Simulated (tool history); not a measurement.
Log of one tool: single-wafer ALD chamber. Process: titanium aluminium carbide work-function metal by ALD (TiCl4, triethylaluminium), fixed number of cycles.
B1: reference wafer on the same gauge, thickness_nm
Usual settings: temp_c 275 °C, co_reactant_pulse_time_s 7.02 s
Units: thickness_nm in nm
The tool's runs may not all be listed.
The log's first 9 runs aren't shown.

{"run": 10, "hour": 698.8, "temp_c": 262, "co_reactant_pulse_time_s": 7.02, "B1": 1.991, "thickness_nm": 1.569}
{"run": 11, "hour": 963.7, "temp_c": 275, "co_reactant_pulse_time_s": 7.02, "B1": 1.99, "thickness_nm": 1.687}
{"run": 12, "hour": 1014.4, "temp_c": 275, "co_reactant_pulse_time_s": 7.02, "B1": 1.989, "thickness_nm": 1.694}
{"hour": 1063.1, "done": "thermocouple changed; heater temperature recalibrated"}
{"hour": 1110.4, "done": "showerhead replaced"}
{"run": 13, "hour": 1122.2, "temp_c": 275, "co_reactant_pulse_time_s": 7.02, "B1": 1.99, "thickness_nm": 1.686}
{"run": 14, "hour": 1226.1, "temp_c": 263, "co_reactant_pulse_time_s": 8.48, "B1": 1.992, "thickness_nm": 1.624}
{"run": 15, "hour": 1298.8, "temp_c": 275, "co_reactant_pulse_time_s": 8.07, "B1": 1.99, "thickness_nm": 1.728}
{"hour": 1343.8, "done": "triethylaluminium bottle replaced"}
{"run": 16, "hour": 1384.5, "temp_c": 275, "co_reactant_pulse_time_s": 7.02, "B1": 1.989, "thickness_nm": 1.683}
{"run": 17, "hour": 1485.2, "temp_c": 275, "co_reactant_pulse_time_s": 7.02, "B1": 1.99, "thickness_nm": 1.698}
{"run": 18, "hour": 1525.5, "temp_c": 275, "co_reactant_pulse_time_s": 7.02, "B1": 1.99, "thickness_nm": 1.683}
{"run": 19, "hour": 1692.9, "temp_c": 275, "co_reactant_pulse_time_s": 9.31, "B1": 1.989, "thickness_nm": 1.761}
{"run": 20, "hour": 1884.9, "temp_c": 287, "co_reactant_pulse_time_s": 4.39, "B1": 1.991, "thickness_nm": 1.644}
{"run": 21, "hour": 2127.3, "temp_c": 287, "co_reactant_pulse_time_s": 4.6, "B1": 1.991, "thickness_nm": 1.652}
{"run": 22, "hour": 2178.9, "temp_c": 281, "co_reactant_pulse_time_s": 8.66, "B1": 1.993, "thickness_nm": 1.789}
{"run": 23, "hour": 2240.8, "temp_c": 275, "co_reactant_pulse_time_s": 7.76, "B1": 1.991, "thickness_nm": 1.71}
{"hour": 2301.7, "done": "gauge calibrated"}
{"run": 24, "hour": 2467.7, "temp_c": 280, "co_reactant_pulse_time_s": 7.02, "B1": 1.99, "thickness_nm": 1.742}

Forecast run 25:
{"run": 25, "hour": 2529.8, "temp_c": 275, "co_reactant_pulse_time_s": 7.02, "B1": "?", "thickness_nm": "?"}

Run 25 gave B1 1.990, thickness_nm 1.694 nm.
Without the tool's hidden state the same run would have given thickness_nm 1.694 nm.
